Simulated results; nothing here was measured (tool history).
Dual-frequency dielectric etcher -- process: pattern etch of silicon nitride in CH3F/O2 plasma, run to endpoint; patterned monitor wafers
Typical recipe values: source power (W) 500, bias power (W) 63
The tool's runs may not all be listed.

run    day  source power (W)  bias power (W)  wafers since the last listed run  hours since the last wet clean  hours since the last source power generator calibration  hours since the last bias power generator calibration  hours since the last upper electrode change  incoming incoming film thickness, nm  endpoint time (s)
  1      0               500              67                                 0                             527                                                   3166.6                                                   2023                                         5126                                  53.7                 59
  2  0.425               500              67                                84                           537.2                                                   3176.8                                                 2033.2                                       5136.2                                  53.1               58.5
  3  0.775               500              67                                69                           545.6                                                   3185.2                                                 2041.6                                       5144.6                                    54               59.5
  4  1.196               440              63                                83                           555.7                                                   3195.3                                                 2051.7                                       5154.7                                  54.1               63.4
  5  1.808               440              63                               121                           570.4                                                     3210                                                 2066.4                                       5169.4                                  53.8               63.4
     2.362  -- source power generator calibrated
  6  2.383               440              63                                81                           584.2                                                      0.5                                                 2080.2                                       5183.2                                  53.7               63.2
  7  2.783               500              63                                79                           593.8                                                     10.1                                                 2089.8                                       5192.8                                  53.1               58.7
     3.983  -- upper electrode replaced
     4.133  -- bias power generator calibrated
     4.162  -- wet clean of the chamber
  8  4.183               500              63                                43                             0.5                                                     43.7                                                    1.2                                          4.8                                  53.6               61.3
  9    4.2               420              59                                 3                             0.9                                                     44.1                                                    1.6                                          5.2                                  53.6               67.9
 10  4.492               530              49                                57                             7.9                                                     51.1                                                    8.6                                         12.2                                  53.5               62.3
 11  4.829               570              59                                66                              16                                                     59.2                                                   16.7                                         20.3                                  53.2               57.9
 12  5.171               620              55                                67                            24.2                                                     67.4                                                   24.9                                         28.5                                  53.3               56.4
 13  5.562               450              56                                77                            33.6                                                     76.8                                                   34.3                                         37.9                                  53.8               66.2
 14  6.092               450              72                               104                            46.3                                                     89.5                                                     47                                         50.6                                  53.6               62.9
 15  6.375               440              63                                56                            53.1                                                     96.3                                                   53.8                                         57.4                                  53.4               64.5
 16  7.121               400              78                               147                              71                                                    114.2                                                   71.7                                         75.3                                  53.6               65.2

Alternative continuations, all from the tool just after run 16; predict every row:
  A  7.142               500              76                                 4                            71.5                                                    114.7                                                   72.2                                         75.8                                  53.7                  ?
  B  7.142               460              63                                 4                            71.5                                                    114.7                                                   72.2                                         75.8                                  53.7                  ?
  C  7.142               620              71                                 4                            71.5                                                    114.7                                                   72.2                                         75.8                                  53.7                  ?

run  endpoint time (s)
  A               59.1
  B               63.8
  C               54.3
Had the tool no hidden state, the same runs would have come out as:
run  endpoint time (s)
  A               59.5
  B               64.2
  C               54.6

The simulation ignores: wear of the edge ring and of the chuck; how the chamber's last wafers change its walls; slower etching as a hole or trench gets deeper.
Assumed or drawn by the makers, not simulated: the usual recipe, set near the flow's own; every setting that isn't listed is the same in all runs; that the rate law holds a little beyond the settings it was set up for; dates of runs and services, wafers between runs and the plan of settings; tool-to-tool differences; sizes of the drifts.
